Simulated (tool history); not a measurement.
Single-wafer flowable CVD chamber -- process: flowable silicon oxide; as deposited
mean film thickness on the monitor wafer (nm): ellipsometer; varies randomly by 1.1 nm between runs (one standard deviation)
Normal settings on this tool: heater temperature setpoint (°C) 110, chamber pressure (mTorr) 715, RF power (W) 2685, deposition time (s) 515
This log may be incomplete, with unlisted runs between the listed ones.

run,hour,heater temperature setpoint (°C),chamber pressure (mTorr),RF power (W),deposition time (s),"read-back reference wafer on the same gauge, thickness_nm",mean film thickness on the monitor wafer (nm)
1,0.0,110,715,2685,515,245.961,243.642
# hour 88.3: capacitance manometer re-zeroed and calibrated
2,88.8,110,715,2685,515,246.297,231.483
3,152.1,110,715,2535,464,245.987,207.394
4,239.8,110,715,2685,515,245.810,232.722
5,305.5,116,792,2685,515,246.206,218.388
6,352.4,98,589,3215,515,245.916,277.978
7,452.7,110,715,2685,515,246.118,232.400
8,642.1,110,715,2685,515,245.937,232.743
9,724.5,98,715,2485,481,246.132,307.874
10,769.3,118,588,2375,515,246.090,152.683
11,870.9,110,715,2190,419,245.559,185.748
# hour 907.7: RF generator calibrated
12,933.0,99,667,2345,515,245.866,292.858
13,1004.3,100,557,3115,478,245.993,231.122
14,1041.8,110,657,2685,613,245.831,255.198
# hour 1055.0: thermocouple changed; heater temperature recalibrated
15,1102.5,110,715,2685,515,246.233,231.607
16,1202.6,110,880,2685,515,245.878,289.253
17,1308.0,110,715,2685,515,245.813,234.666
18,1405.0,118,610,2685,542,246.355,170.290
19,1488.4,110,715,2685,515,245.842,236.960
20,1576.3,102,715,2970,548,246.507,321.530
21,1647.3,110,715,2685,515,246.258,237.476
22,1708.4,110,715,2685,515,246.134,238.223
23,1781.4,110,715,2685,574,245.771,266.729
# hour 1793.0: gauge calibrated
24,1826.5,110,715,2685,515,246.055,239.306
25,1884.1,110,715,2685,515,245.657,239.640
26,1969.8,97,715,2685,515,246.046,354.850
27,2047.8,99,715,2685,515,245.835,332.965
28,2135.0,124,558,2320,455,245.912,114.212

What if the next run were any one of these 4? Each begins from the tool's condition after run 28:
A,2135.5,110,715,2685,515,?,?
B,2135.5,116,826,2685,584,?,?
C,2135.5,104,568,2685,515,?,?
D,2135.5,110,715,3000,432,?,?

run,"read-back reference wafer on the same gauge, thickness_nm",mean film thickness on the monitor wafer (nm)
A,245.680,241.674
B,245.680,267.702
C,245.680,230.046
D,245.680,204.630
With the hidden condition removed and each run's random variation left untouched, the same runs would have given:
run,mean film thickness on the monitor wafer (nm)
A,226.200
B,251.195
C,214.838
D,191.527
